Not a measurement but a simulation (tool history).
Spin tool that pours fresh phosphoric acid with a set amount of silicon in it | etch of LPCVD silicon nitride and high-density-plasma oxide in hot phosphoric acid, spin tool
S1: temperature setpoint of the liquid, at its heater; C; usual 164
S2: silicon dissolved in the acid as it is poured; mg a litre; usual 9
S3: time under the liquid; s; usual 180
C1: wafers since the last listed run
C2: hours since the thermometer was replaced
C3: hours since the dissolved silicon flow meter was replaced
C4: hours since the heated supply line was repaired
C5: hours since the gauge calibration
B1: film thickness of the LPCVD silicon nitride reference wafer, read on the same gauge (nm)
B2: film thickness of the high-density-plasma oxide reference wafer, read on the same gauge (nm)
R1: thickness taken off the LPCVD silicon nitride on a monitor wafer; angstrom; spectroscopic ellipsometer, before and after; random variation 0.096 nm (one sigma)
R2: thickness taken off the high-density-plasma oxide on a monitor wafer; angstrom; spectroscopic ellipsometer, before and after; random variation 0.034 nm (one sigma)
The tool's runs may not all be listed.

Run 1, hour 0: usual settings; C1 0; C2 268.7; C3 770.4; C4 367.1; C5 1427; B1 110; B2 99.984. Result: R1 158.7 angstrom, R2 6.62 angstrom.
Run 2, hour 98.5: usual settings but S1 162 C, S2 5.5 mg a litre; C1 514; C2 367.2; C3 868.9; C4 465.6; C5 1525.5; B1 110.01; B2 99.995. Result: R1 148.5 angstrom, R2 6.42 angstrom.
Run 3, hour 264.4: usual settings but S1 161 C; C1 866; C2 533.1; C3 1034.8; C4 631.5; C5 1691.4; B1 110.02; B2 100.012. Result: R1 143.9 angstrom, R2 5.29 angstrom.
At hour 307.9: gauge calibrated.
Run 4, hour 311.5: usual settings but S1 165.5 C, S2 4 mg a litre, S3 235 s; C1 246; C2 580.2; C3 1081.9; C4 678.6; C5 3.6; B1 110.03; B2 99.981. Result: R1 221.1 angstrom, R2 9.86 angstrom.
Run 5, hour 348.5: usual settings but S1 161.5 C, S2 15.5 mg a litre, S3 100 s; C1 193; C2 617.2; C3 1118.9; C4 715.6; C5 40.6; B1 110.06; B2 100.001. Result: R1 81.6 angstrom, R2 2.71 angstrom.
At hour 363.3: heated supply line repaired.
Run 6, hour 448.4: usual settings but S1 165 C, S2 3 mg a litre, S3 125 s; C1 516; C2 717.1; C3 1218.8; C4 85.1; C5 140.5; B1 110.01; B2 100.026. Result: R1 115 angstrom, R2 5.56 angstrom.
Run 7, hour 495.9: usual settings but S1 161.5 C, S3 285 s; C1 248; C2 764.6; C3 1266.3; C4 132.6; C5 188; B1 109.99; B2 100.025. Result: R1 230.5 angstrom, R2 8.02 angstrom.
Run 8, hour 569.3: usual settings but S1 162 C, S3 265 s; C1 383; C2 838; C3 1339.7; C4 206; C5 261.4; B1 110; B2 99.994. Result: R1 218.8 angstrom, R2 8.46 angstrom.
At hour 602.7: dissolved silicon flow meter replaced.
Run 9, hour 627.3: usual settings; C1 297; C2 896; C3 24.6; C4 264; C5 319.4; B1 110.01; B2 100.017. Result: R1 156.7 angstrom, R2 6.69 angstrom.
Run 10, hour 673.5: usual settings but S1 162.5 C, S2 14.5 mg a litre, S3 285 s; C1 241; C2 942.2; C3 70.8; C4 310.2; C5 365.6; B1 109.99; B2 100.016. Result: R1 237.8 angstrom, R2 8.07 angstrom.
Run 11, hour 747.2: usual settings but S2 2.5 mg a litre, S3 280 s; C1 385; C2 1015.9; C3 144.5; C4 383.9; C5 439.3; B1 109.99; B2 99.97. Result: R1 248.5 angstrom, R2 11.78 angstrom.
Run 12, hour 789.3: usual settings; C1 219; C2 1058; C3 186.6; C4 426; C5 481.4; B1 109.98; B2 99.972. Result: R1 157.8 angstrom, R2 6.09 angstrom.
Run 13, hour 832.1: usual settings; C1 223; C2 1100.8; C3 229.4; C4 468.8; C5 524.2; B1 109.98; B2 99.984. Result: R1 157.6 angstrom, R2 6.49 angstrom.
Run 14, hour 937.5: usual settings; C1 550; C2 1206.2; C3 334.8; C4 574.2; C5 629.6; B1 109.98; B2 99.971. Result: R1 157.9 angstrom, R2 6.38 angstrom.
Run 15, hour 977.6: usual settings but S1 161.5 C, S3 75 s; C1 209; C2 1246.3; C3 374.9; C4 614.3; C5 669.7; B1 109.96; B2 99.995. Result: R1 61.4 angstrom, R2 2.38 angstrom.
At hour 1097.1: heated supply line repaired.
Run 16, hour 1187.2: usual settings; C1 1089; C2 1455.9; C3 584.5; C4 90.1; C5 879.3; B1 109.96; B2 100.002. Result: R1 160.9 angstrom, R2 7.01 angstrom.
Run 17, hour 1254.5: usual settings but S1 163 C, S2 2.5 mg a litre, S3 140 s; C1 351; C2 1523.2; C3 651.8; C4 157.4; C5 946.6; B1 110.01; B2 99.963. Result: R1 119.1 angstrom, R2 5.89 angstrom.
Run 18, hour 1325.2: usual settings; C1 369; C2 1593.9; C3 722.5; C4 228.1; C5 1017.3; B1 109.98; B2 100.001. Result: R1 158.1 angstrom, R2 7.29 angstrom.
Run 19, hour 1541.1: usual settings but S1 165 C, S2 4.5 mg a litre, S3 285 s; C1 1127; C2 1809.8; C3 938.4; C4 444; C5 1233.2; B1 109.96; B2 99.975. Result: R1 258.8 angstrom, R2 12.55 angstrom.
Run 20, hour 1612.7: usual settings but S2 13 mg a litre; C1 374; C2 1881.4; C3 1010; C4 515.6; C5 1304.8; B1 109.98; B2 100.017. Result: R1 158.4 angstrom, R2 6.52 angstrom.
Run 21, hour 1695.6: usual settings but S3 115 s; C1 433; C2 1964.3; C3 1092.9; C4 598.5; C5 1387.7; B1 109.99; B2 99.996. Result: R1 101.1 angstrom, R2 4.37 angstrom.

Forecast each of these 4 alternatives for the next run:
Run A, hour 1696.1: usual settings; C1 2; C2 1964.8; C3 1093.4; C4 599; C5 1388.2; B1 ?; B2 ?. Result: R1 ?, R2 ?.
Run B, hour 1696.1: usual settings but S1 165.5 C, S2 5.5 mg a litre, S3 140 s; C1 2; C2 1964.8; C3 1093.4; C4 599; C5 1388.2; B1 ?; B2 ?. Result: R1 ?, R2 ?.
Run C, hour 1696.1: usual settings but S1 161.5 C, S2 11 mg a litre; C1 2; C2 1964.8; C3 1093.4; C4 599; C5 1388.2; B1 ?; B2 ?. Result: R1 ?, R2 ?.
Run D, hour 1696.1: usual settings but S1 166.5 C; C1 2; C2 1964.8; C3 1093.4; C4 599; C5 1388.2; B1 ?; B2 ?. Result: R1 ?, R2 ?.

run      B1      B2     R1    R2
  A  110.05  99.987  159.1  6.77
  B  110.05  99.987    130  6.32
  C  110.05  99.987  146.5   5.4
  D  110.05  99.987  172.7  8.12
Without the tool's hidden state the same runs would have given:
run     R1    R2
  A  159.1  6.77
  B    130  6.32
  C  146.5   5.4
  D  172.7  8.12

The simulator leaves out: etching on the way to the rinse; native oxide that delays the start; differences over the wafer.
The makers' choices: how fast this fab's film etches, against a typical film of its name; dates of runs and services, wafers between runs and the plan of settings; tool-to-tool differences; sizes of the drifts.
